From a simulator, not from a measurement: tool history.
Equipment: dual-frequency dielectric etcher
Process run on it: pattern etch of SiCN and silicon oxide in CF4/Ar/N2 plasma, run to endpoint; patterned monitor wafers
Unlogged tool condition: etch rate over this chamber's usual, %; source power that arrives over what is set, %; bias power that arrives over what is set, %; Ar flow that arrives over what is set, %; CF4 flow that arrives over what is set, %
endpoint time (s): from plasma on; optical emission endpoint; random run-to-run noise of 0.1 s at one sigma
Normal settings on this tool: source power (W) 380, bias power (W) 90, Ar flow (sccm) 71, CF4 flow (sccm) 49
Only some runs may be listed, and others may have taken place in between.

run,day,source power (W),bias power (W),Ar flow (sccm),CF4 flow (sccm),wafers since the last listed run,hours since the last wet clean,hours since the last source power generator calibration,hours since the last bias power generator calibration,hours since the last Ar flow controller change,hours since the last CF4 flow controller change,hours since the last upper electrode change,"incoming incoming film thickness, nm",endpoint time (s)
1,0,450,90,67,49,0,330.2,3448.4,1551.5,4810,4031.6,5695.7,14.44,13.7
2,0.629,380,101,71,57,206,345.3,3463.5,1566.6,4825.1,4046.7,5710.8,14.51,15.8
3,1.267,380,101,71,57,209,360.6,3478.8,1581.9,4840.4,4062,5726.1,14.44,15.5
4,1.812,380,101,71,57,178,373.7,3491.9,1595,4853.5,4075.1,5739.2,14.31,15.4
5,2.458,380,100,71,49,211,389.2,3507.4,1610.5,4869,4090.6,5754.7,14.37,16
6,3.167,380,100,71,49,232,406.2,3524.4,1627.5,4886,4107.6,5771.7,14.43,15.7
7,3.533,380,100,71,49,120,415,3533.2,1636.3,4894.8,4116.4,5780.5,14.43,16
# day 3.862: Ar flow controller replaced
# day 4.812: wet clean of the chamber
# day 4.925: bias power generator calibrated
8,4.946,300,90,71,49,32,3.2,3567.1,0.5,26,4150.3,5814.4,14.4,21.2
9,4.958,380,90,65,49,4,3.5,3567.4,0.8,26.3,4150.6,5814.7,14.25,15.6
10,5.062,430,90,71,61,34,6,3569.9,3.3,28.8,4153.1,5817.2,14.27,13.6
# day 5.525: source power generator calibrated
11,5.608,380,71,63,42,124,19.1,2,16.4,41.9,4166.2,5830.3,14.34,17.2
# day 7.4: CF4 flow controller replaced
12,7.421,430,83,64,43,512,62.6,45.5,59.9,85.4,0.5,5873.8,14.33,14.4
13,7.838,380,90,71,49,136,72.6,55.5,69.9,95.4,10.5,5883.8,14.57,16.3
# day 9.117: upper electrode replaced, of another model than before
14,9.138,380,108,62,43,98,103.8,86.7,101.1,126.6,41.7,0.5,14.45,14.3
15,9.15,380,90,71,49,4,104.1,87,101.4,126.9,42,0.8,14.32,16.1
16,9.2,470,90,71,57,16,105.3,88.2,102.6,128.1,43.2,2,14.44,10.8
17,9.704,380,90,62,49,165,117.4,100.3,114.7,140.2,55.3,14.1,14.41,15.7
18,10.25,380,90,55,57,178,130.5,113.4,127.8,153.3,68.4,27.2,14.51,15
19,10.867,340,96,71,59,202,145.3,128.2,142.6,168.1,83.2,42,14.43,19.4
20,11.462,380,90,62,49,195,159.6,142.5,156.9,182.4,97.5,56.3,14.23,15.8
21,12.183,380,111,66,49,236,176.9,159.8,174.2,199.7,114.8,73.6,14.27,14
22,13.179,380,90,71,49,326,200.8,183.7,198.1,223.6,138.7,97.5,14.42,16.4
23,13.504,380,90,56,60,106,208.6,191.5,205.9,231.4,146.5,105.3,14.53,15.3

Hidden state, per run?
source power that arrives over what is set, %: 0 on each run
bias power that arrives over what is set, %: 0 on each run
Ar flow that arrives over what is set, %: 0 on each run
CF4 flow that arrives over what is set, %: 0 on each run
H1: etch rate over this chamber's usual, %
run,H1
1,-2.45
2,-2.58
3,-2.71
4,-2.82
5,-2.95
6,-3.09
7,-3.16
8,0.276
9,0.273
10,0.252
11,0.142
12,-0.224
13,-0.308
14,-0.57
15,-0.573
16,-0.583
17,-0.684
18,-0.795
19,-0.919
20,-1.04
21,-1.18
22,-1.39
23,-1.45
